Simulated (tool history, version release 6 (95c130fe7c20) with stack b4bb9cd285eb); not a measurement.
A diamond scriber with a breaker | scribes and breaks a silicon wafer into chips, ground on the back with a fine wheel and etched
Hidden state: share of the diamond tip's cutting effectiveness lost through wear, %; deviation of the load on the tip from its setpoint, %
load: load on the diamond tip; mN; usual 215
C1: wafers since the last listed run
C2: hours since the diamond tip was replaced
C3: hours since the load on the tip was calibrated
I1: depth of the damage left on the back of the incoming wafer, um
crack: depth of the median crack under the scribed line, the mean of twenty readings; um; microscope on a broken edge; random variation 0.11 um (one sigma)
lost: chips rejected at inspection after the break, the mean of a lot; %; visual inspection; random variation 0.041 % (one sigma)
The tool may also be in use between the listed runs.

Run 1, hour 0.0: usual settings; C1 0; C2 927.2; C3 1524.6; I1 0.63. Result: crack 9.11 um, lost 4.35 %.
Run 2, hour 14.5: usual settings; C1 46; C2 941.7; C3 1539.1; I1 0.49. Result: crack 9.48 um, lost 4.09 %.
Run 3, hour 27.9: usual settings; C1 43; C2 955.1; C3 1552.5; I1 0.39. Result: crack 9.31 um, lost 4.22 %.
Run 4, hour 44.0: usual settings but load 181 mN; C1 51; C2 971.2; C3 1568.6; I1 0.65. Result: crack 7.69 um, lost 11.10 %.
Run 5, hour 59.8: usual settings but load 181 mN; C1 50; C2 987.0; C3 1584.4; I1 0.44. Result: crack 7.69 um, lost 14.47 %.
Run 6, hour 74.3: usual settings but load 181 mN; C1 46; C2 1001.5; C3 1598.9; I1 0.54. Result: crack 7.68 um, lost 13.06 %.
Run 7, hour 82.1: usual settings but load 249 mN; C1 25; C2 1009.3; C3 1606.7; I1 0.59. Result: crack 10.78 um, lost 0.74 %.
Run 8, hour 95.2: usual settings but load 261 mN; C1 42; C2 1022.4; C3 1619.8; I1 0.46. Result: crack 11.34 um, lost 0.51 %.
Run 9, hour 102.2: usual settings but load 261 mN; C1 22; C2 1029.4; C3 1626.8; I1 0.54. Result: crack 11.21 um, lost 0.60 %.
Run 10, hour 111.6: usual settings but load 261 mN; C1 30; C2 1038.8; C3 1636.2; I1 0.63. Result: crack 11.21 um, lost 0.56 %.
Run 11, hour 122.1: usual settings but load 233 mN; C1 33; C2 1049.3; C3 1646.7; I1 0.53. Result: crack 10.09 um, lost 1.50 %.
Run 12, hour 138.0: usual settings but load 233 mN; C1 51; C2 1065.2; C3 1662.6; I1 0.75. Result: crack 10.17 um, lost 1.60 %.
Run 13, hour 146.1: usual settings but load 233 mN; C1 26; C2 1073.3; C3 1670.7; I1 0.39. Result: crack 10.05 um, lost 1.65 %.
At hour 153.5: diamond tip replaced by a new one.
Run 14, hour 155.5: usual settings; C1 23; C2 2.0; C3 1680.1; I1 0.51. Result: crack 10.88 um, lost 0.55 %.
Run 15, hour 162.0: usual settings; C1 20; C2 8.5; C3 1686.6; I1 0.74. Result: crack 11.01 um, lost 0.54 %.
Run 16, hour 175.3: usual settings; C1 42; C2 21.8; C3 1699.9; I1 0.57. Result: crack 10.99 um, lost 0.61 %.
Run 17, hour 182.5: usual settings; C1 23; C2 29.0; C3 1707.1; I1 0.55. Result: crack 10.92 um, lost 0.61 %.
Run 18, hour 199.1: usual settings; C1 53; C2 45.6; C3 1723.7; I1 0.45. Result: crack 11.02 um, lost 0.74 %.
Run 19, hour 209.2: usual settings; C1 32; C2 55.7; C3 1733.8; I1 0.72. Result: crack 10.72 um, lost 0.66 %.
Run 20, hour 216.0: usual settings; C1 21; C2 62.5; C3 1740.6; I1 0.49. Result: crack 10.85 um, lost 0.69 %.
Run 21, hour 223.1: usual settings but load 255 mN; C1 22; C2 69.6; C3 1747.7; I1 0.44. Result: crack 12.84 um, lost 1.91 %.
Run 22, hour 238.2: usual settings but load 185 mN; C1 48; C2 84.7; C3 1762.8; I1 0.50. Result: crack 8.97 um, lost 4.73 %.
Run 23, hour 254.1: usual settings; C1 51; C2 100.6; C3 1778.7; I1 0.73. Result: crack 10.71 um, lost 0.83 %.
Run 24, hour 267.5: usual settings but load 266 mN; C1 43; C2 114.0; C3 1792.1; I1 0.79. Result: crack 12.76 um, lost 2.32 %.
Run 25, hour 284.6: usual settings but load 253 mN; C1 55; C2 131.1; C3 1809.2; I1 0.70. Result: crack 12.24 um, lost 1.09 %.
At hour 287.2: load on the tip recalibrated.
Run 26, hour 299.5: usual settings; C1 41; C2 146.0; C3 12.3; I1 0.64. Result: crack 10.44 um, lost 1.01 %.
Run 27, hour 309.8: usual settings; C1 33; C2 156.3; C3 22.6; I1 0.66. Result: crack 10.50 um, lost 1.27 %.
Run 28, hour 316.9: usual settings but load 232 mN; C1 22; C2 163.4; C3 29.7; I1 0.79. Result: crack 11.07 um, lost 0.58 %.
Run 29, hour 334.6: usual settings but load 239 mN; C1 56; C2 181.1; C3 47.4; I1 0.70. Result: crack 11.48 um, lost 0.56 %.
Run 30, hour 349.9: usual settings; C1 49; C2 196.4; C3 62.7; I1 0.60. Result: crack 10.23 um, lost 1.51 %.
Run 31, hour 359.4: usual settings but load 174 mN; C1 30; C2 205.9; C3 72.2; I1 0.60. Result: crack 8.08 um, lost 9.13 %.
Run 32, hour 377.0: usual settings; C1 56; C2 223.5; C3 89.8; I1 0.70. Result: crack 10.17 um, lost 1.74 %.
Run 33, hour 385.5: usual settings but load 159 mN; C1 27; C2 232.0; C3 98.3; I1 0.45. Result: crack 7.11 um, lost 17.87 %.
Run 34, hour 401.6: usual settings; C1 51; C2 248.1; C3 114.4; I1 0.52. Result: crack 10.05 um, lost 1.82 %.
Run 35, hour 419.3: usual settings but load 164 mN; C1 56; C2 265.8; C3 132.1; I1 0.75. Result: crack 7.32 um, lost 17.91 %.
Run 36, hour 434.4: usual settings but load 199 mN; C1 48; C2 280.9; C3 147.2; I1 0.74. Result: crack 9.25 um, lost 4.45 %.
Run 37, hour 449.6: usual settings but load 233 mN; C1 48; C2 296.1; C3 162.4; I1 0.56. Result: crack 10.95 um, lost 0.77 %.
Run 38, hour 463.0: usual settings but load 190 mN; C1 43; C2 309.5; C3 175.8; I1 0.45. Result: crack 8.60 um, lost 7.33 %.
Run 39, hour 477.1: usual settings but load 267 mN; C1 45; C2 323.6; C3 189.9; I1 0.67. Result: crack 12.10 um, lost 1.22 %.
Run 40, hour 487.7: usual settings but load 196 mN; C1 34; C2 334.2; C3 200.5; I1 0.77. Result: crack 8.92 um, lost 5.63 %.
Run 41, hour 502.9: usual settings; C1 48; C2 349.4; C3 215.7; I1 0.70. Result: crack 9.75 um, lost 2.15 %.
Run 42, hour 515.4: usual settings but load 195 mN; C1 40; C2 361.9; C3 228.2; I1 0.71. Result: crack 8.73 um, lost 6.68 %.
Run 43, hour 528.4: usual settings; C1 41; C2 374.9; C3 241.2; I1 0.30. Result: crack 9.74 um, lost 2.54 %.

Hidden state at the last listed run before each entry between runs and at the first one after, where it differs:
Between runs 13 and 14: diamond tip replaced by a new one (hour 153.5)
  share of the diamond tip's cutting effectiveness lost through wear, %: 25.4 -> 2.4
  measured less the result without the state, crack: -2.17 -> -0.18 um; lost: +0.53 -> +0.03 %
Between runs 25 and 26: load on the tip recalibrated (hour 287.2)
  share of the diamond tip's cutting effectiveness lost through wear, %: 10.8 -> 11.6
  measured less the result without the state, crack: -0.97 -> -0.89 um; lost: -1.55 -> +0.55 %

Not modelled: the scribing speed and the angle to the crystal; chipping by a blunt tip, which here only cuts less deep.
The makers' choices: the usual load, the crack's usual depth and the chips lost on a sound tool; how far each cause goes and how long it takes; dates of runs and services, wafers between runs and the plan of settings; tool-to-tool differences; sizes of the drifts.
